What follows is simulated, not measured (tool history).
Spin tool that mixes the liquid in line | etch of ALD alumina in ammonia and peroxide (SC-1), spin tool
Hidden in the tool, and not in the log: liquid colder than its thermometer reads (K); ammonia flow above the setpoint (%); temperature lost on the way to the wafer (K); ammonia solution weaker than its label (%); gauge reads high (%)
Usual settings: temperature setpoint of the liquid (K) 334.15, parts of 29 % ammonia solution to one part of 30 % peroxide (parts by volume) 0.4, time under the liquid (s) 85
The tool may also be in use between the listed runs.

run    hour  temperature setpoint of the liquid (K)  parts of 29 % ammonia solution to one part of 30 % peroxide (parts by volume)  time under the liquid (s)  wafers since the last listed run  hours since the thermometer was replaced  hours since the ammonia flow meter was replaced  hours since the heated supply line was repaired  hours since the drum of ammonia solution was connected  hours since the gauge calibration  read-back film thickness of the ALD alumina reference wafer, read on the same gauge (nm)  thickness taken off the ALD alumina on a monitor wafer (Å)
  1       0                                  334.15                                                                            0.4                         85                                 0                                     730.3                                            458.3                                           1331.8                                                   247.3                              680.3                                                                                     40.01                                                        73.9
       61.1  -- gauge calibrated
  2   101.4                                  334.15                                                                            0.4                         85                              1251                                     831.7                                            559.7                                           1433.2                                                   348.7                               40.3                                                                                        40                                                        73.8
      116.4  -- new drum of ammonia solution connected
      160.3  -- ammonia flow meter replaced
  3   191.7                                  334.15                                                                            0.4                        110                              1089                                       922                                             31.4                                           1523.5                                                    75.3                              130.6                                                                                        40                                                        94.7
  4   234.1                                  334.15                                                                            0.4                        110                               523                                     964.4                                             73.8                                           1565.9                                                   117.7                                173                                                                                     39.98                                                        93.3
  5   333.3                                  334.15                                                                            0.4                         75                              1224                                    1063.6                                              173                                           1665.1                                                   216.9                              272.2                                                                                     40.02                                                        63.4
  6   389.5                                  334.15                                                                            0.4                         75                               693                                    1119.8                                            229.2                                           1721.3                                                   273.1                              328.4                                                                                     39.99                                                        62.3
  7   492.2                                  334.15                                                                            0.4                         75                              1267                                    1222.5                                            331.9                                             1824                                                   375.8                              431.1                                                                                        40                                                        62.4
  8   570.9                                  334.15                                                                            0.4                         85                               971                                    1301.2                                            410.6                                           1902.7                                                   454.5                              509.8                                                                                        40                                                        70.7
      582.3  -- new drum of ammonia solution connected
  9   630.3                                  334.15                                                                            0.4                         85                               720                                    1360.6                                              470                                           1962.1                                                      48                              569.2                                                                                     39.99                                                        70.1
 10   690.8                                  334.15                                                                            0.3                        125                               746                                    1421.1                                            530.5                                           2022.6                                                   108.5                              629.7                                                                                        40                                                        99.8
      745.2  -- thermometer replaced
      785.8  -- heated supply line repaired
      828.8  -- ammonia flow meter replaced
      835.1  -- gauge calibrated
 11   933.7                                  338.65                                                                            0.6                         50                              2960                                     188.5                                            104.9                                            147.9                                                   351.4                               98.6                                                                                        40                                                        62.4
      947.5  -- new drum of ammonia solution connected
 12    1035                                  334.15                                                                            0.4                         85                              1237                                     289.8                                            206.2                                            249.2                                                    87.5                              199.9                                                                                        40                                                        81.6
 13  1102.4                                  328.15                                                                           0.55                         70                               831                                     357.2                                            273.6                                            316.6                                                   154.9                              267.3                                                                                        40                                                        50.1
 14  1203.7                                  334.15                                                                            0.4                         75                              1250                                     458.5                                            374.9                                            417.9                                                   256.2                              368.6                                                                                        40                                                        70.6
 15  1245.5                                  334.15                                                                           0.55                         85                               515                                     500.3                                            416.7                                            459.7                                                     298                              410.4                                                                                        40                                                        82.3
 16  1307.9                                  338.15                                                                            0.5                         50                               770                                     562.7                                            479.1                                            522.1                                                   360.4                              472.8                                                                                        40                                                          58
     1393.4  -- new drum of ammonia solution connected
 17  1405.4                                  325.65                                                                           0.55                         85                              1191                                     660.2                                            576.6                                            619.6                                                      12                              570.3                                                                                     40.02                                                          51
 18  1456.4                                  334.15                                                                            0.4                         85                               629                                     711.2                                            627.6                                            670.6                                                      63                              621.3                                                                                        40                                                        79.1

Forecast each of these 4 alternatives for the next run:
  A  1456.8                                  334.15                                                                            0.4                         85                                 4                                     711.6                                              628                                              671                                                    63.4                              621.7                                                                                         ?                                                           ?
  B  1456.8                                  326.15                                                                            0.5                         55                                 4                                     711.6                                              628                                              671                                                    63.4                              621.7                                                                                         ?                                                           ?
  C  1456.8                                  341.65                                                                           0.25                         85                                 4                                     711.6                                              628                                              671                                                    63.4                              621.7                                                                                         ?                                                           ?
  D  1456.8                                  326.65                                                                           0.45                         85                                 4                                     711.6                                              628                                              671                                                    63.4                              621.7                                                                                         ?                                                           ?

run  read-back film thickness of the ALD alumina reference wafer, read on the same gauge (nm)  thickness taken off the ALD alumina on a monitor wafer (Å)
  A                                                                                     39.98                                                        78.2
  B                                                                                     39.98                                                        33.9
  C                                                                                     39.98                                                         109
  D                                                                                     39.98                                                        53.2
Without the tool's hidden state the same runs would have given:
run  thickness taken off the ALD alumina on a monitor wafer (Å)
  A                                                        83.1
  B                                                        36.1
  C                                                       115.5
  D                                                        56.8

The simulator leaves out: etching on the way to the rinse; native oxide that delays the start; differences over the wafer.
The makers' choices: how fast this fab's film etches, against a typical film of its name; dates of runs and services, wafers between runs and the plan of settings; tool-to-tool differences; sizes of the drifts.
